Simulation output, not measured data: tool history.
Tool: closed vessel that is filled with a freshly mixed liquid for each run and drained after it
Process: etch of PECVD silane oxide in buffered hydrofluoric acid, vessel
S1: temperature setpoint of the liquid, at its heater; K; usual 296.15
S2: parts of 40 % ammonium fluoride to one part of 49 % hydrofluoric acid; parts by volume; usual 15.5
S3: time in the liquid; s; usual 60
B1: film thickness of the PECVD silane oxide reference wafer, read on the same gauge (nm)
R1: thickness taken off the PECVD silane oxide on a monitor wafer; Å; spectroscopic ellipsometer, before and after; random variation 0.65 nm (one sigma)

{"run": 1, "hour": 0.0, "S1": 296.15, "S2": 15.5, "S3": 60, "B1": 99.99, "R1": 1059}
{"run": 2, "hour": 83.3, "S1": 296.15, "S2": 15.5, "S3": 60, "B1": 100.04, "R1": 1041.4}
{"run": 3, "hour": 133.6, "S1": 296.15, "S2": 15.5, "S3": 60, "B1": 99.99, "R1": 1036.2}
{"hour": 162.7, "done": "hydrofluoric acid flow meter replaced"}
{"run": 4, "hour": 207.7, "S1": 296.15, "S2": 15.5, "S3": 60, "B1": 100.01, "R1": 982.6}
{"run": 5, "hour": 276.1, "S1": 296.15, "S2": 15.5, "S3": 60, "B1": 99.97, "R1": 988.6}
{"run": 6, "hour": 377.5, "S1": 296.15, "S2": 15.5, "S3": 60, "B1": 100.02, "R1": 973}
{"run": 7, "hour": 426.7, "S1": 295.15, "S2": 15.5, "S3": 60, "B1": 100.02, "R1": 917.7}
{"run": 8, "hour": 493.6, "S1": 295.15, "S2": 15.5, "S3": 60, "B1": 100.01, "R1": 909.2}
{"run": 9, "hour": 543.8, "S1": 295.15, "S2": 15.5, "S3": 60, "B1": 99.98, "R1": 914.8}
{"hour": 566.3, "done": "hydrofluoric acid flow meter replaced, repeated, since the last time left the tool worse"}
{"run": 10, "hour": 583.2, "S1": 296.15, "S2": 15.5, "S3": 60, "B1": 99.98, "R1": 1135.9}
{"run": 11, "hour": 681.6, "S1": 296.15, "S2": 15.5, "S3": 45, "B1": 100.01, "R1": 832}
{"hour": 774.8, "done": "thermometer replaced"}
{"hour": 833.0, "done": "gauge calibrated"}
{"run": 12, "hour": 846.3, "S1": 296.15, "S2": 15.5, "S3": 45, "B1": 100.01, "R1": 818.2}
{"run": 13, "hour": 887.3, "S1": 296.15, "S2": 15.5, "S3": 45, "B1": 100.02, "R1": 822.3}
{"run": 14, "hour": 935.6, "S1": 294.65, "S2": 17, "S3": 60, "B1": 99.98, "R1": 921.5}
{"run": 15, "hour": 998.1, "S1": 296.15, "S2": 13, "S3": 35, "B1": 99.98, "R1": 749.5}
{"run": 16, "hour": 1098.1, "S1": 296.15, "S2": 17.5, "S3": 70, "B1": 99.99, "R1": 1103.3}
{"run": 17, "hour": 1168.4, "S1": 296.15, "S2": 18, "S3": 60, "B1": 99.97, "R1": 915.3}
{"run": 18, "hour": 1209.0, "S1": 293.65, "S2": 15.5, "S3": 60, "B1": 100.01, "R1": 926.6}
{"run": 19, "hour": 1277.8, "S1": 301.15, "S2": 15.5, "S3": 85, "B1": 100, "R1": 1932.5}
{"run": 20, "hour": 1346.5, "S1": 296.15, "S2": 15.5, "S3": 60, "B1": 99.98, "R1": 1057.9}
{"run": 21, "hour": 1445.2, "S1": 293.65, "S2": 15.5, "S3": 60, "B1": 100.01, "R1": 908.8}
{"hour": 1446.3, "done": "hydrofluoric acid flow meter replaced"}
{"run": 22, "hour": 1495.7, "S1": 296.15, "S2": 15.5, "S3": 60, "B1": 100.02, "R1": 1114}
{"run": 23, "hour": 1564.4, "S1": 298.65, "S2": 10, "S3": 30, "B1": 99.97, "R1": 985.4}
{"run": 24, "hour": 1640.8, "S1": 296.15, "S2": 15.5, "S3": 80, "B1": 100.02, "R1": 1482.6}
{"run": 25, "hour": 1704.4, "S1": 300.15, "S2": 15.5, "S3": 60, "B1": 100.02, "R1": 1364.8}
{"hour": 1750.1, "done": "thermometer replaced"}
{"run": 26, "hour": 1806.0, "S1": 298.15, "S2": 13, "S3": 70, "B1": 100.01, "R1": 1687.4}
{"run": 27, "hour": 1858.5, "S1": 298.65, "S2": 19.5, "S3": 30, "B1": 99.98, "R1": 501.1}
{"run": 28, "hour": 1905.8, "S1": 296.15, "S2": 9.5, "S3": 85, "B1": 100.02, "R1": 2488.2}
{"run": 29, "hour": 1973.7, "S1": 294.65, "S2": 12, "S3": 80, "B1": 100.03, "R1": 1694.1}
{"run": 30, "hour": 2073.8, "S1": 296.15, "S2": 15.5, "S3": 60, "B1": 100.03, "R1": 1063.3}
{"run": 31, "hour": 2170.7, "S1": 298.65, "S2": 10, "S3": 30, "B1": 100.03, "R1": 921.3}

Hidden state or all else? Some run-to-run changes of R1, split into what the settings, what came in and random variation would give without the hidden state, and what is left for the hidden state (with any gauge scatter that isn't in both results):
The hidden state here: liquid colder than its thermometer reads (K); hydrofluoric acid flow below the setpoint (%); gauge reads high (%).
Run 9 -> 10: S1 295.15 -> 296.15, hydrofluoric acid flow meter replaced, repeated, since the last time left the tool worse. R1 +221.1 Å: hidden state +150.9, all else +70.2.
Run 18 -> 19: S1 293.65 -> 301.15, S3 60 -> 85. R1 +1005.9 Å: hidden state -81.6, all else +1087.5.
Run 21 -> 22: S1 293.65 -> 296.15, hydrofluoric acid flow meter replaced. R1 +205.2 Å: hidden state +70.5, all else +134.7.
Run 26 -> 27: S1 298.15 -> 298.65, S2 13 -> 19.5, S3 70 -> 30. R1 -1186.3 Å: hidden state +46.4, all else -1232.7.
Run 27 -> 28: S1 298.65 -> 296.15, S2 19.5 -> 9.5, S3 30 -> 85. R1 +1987.1 Å: hidden state -56.8, all else +2043.9.
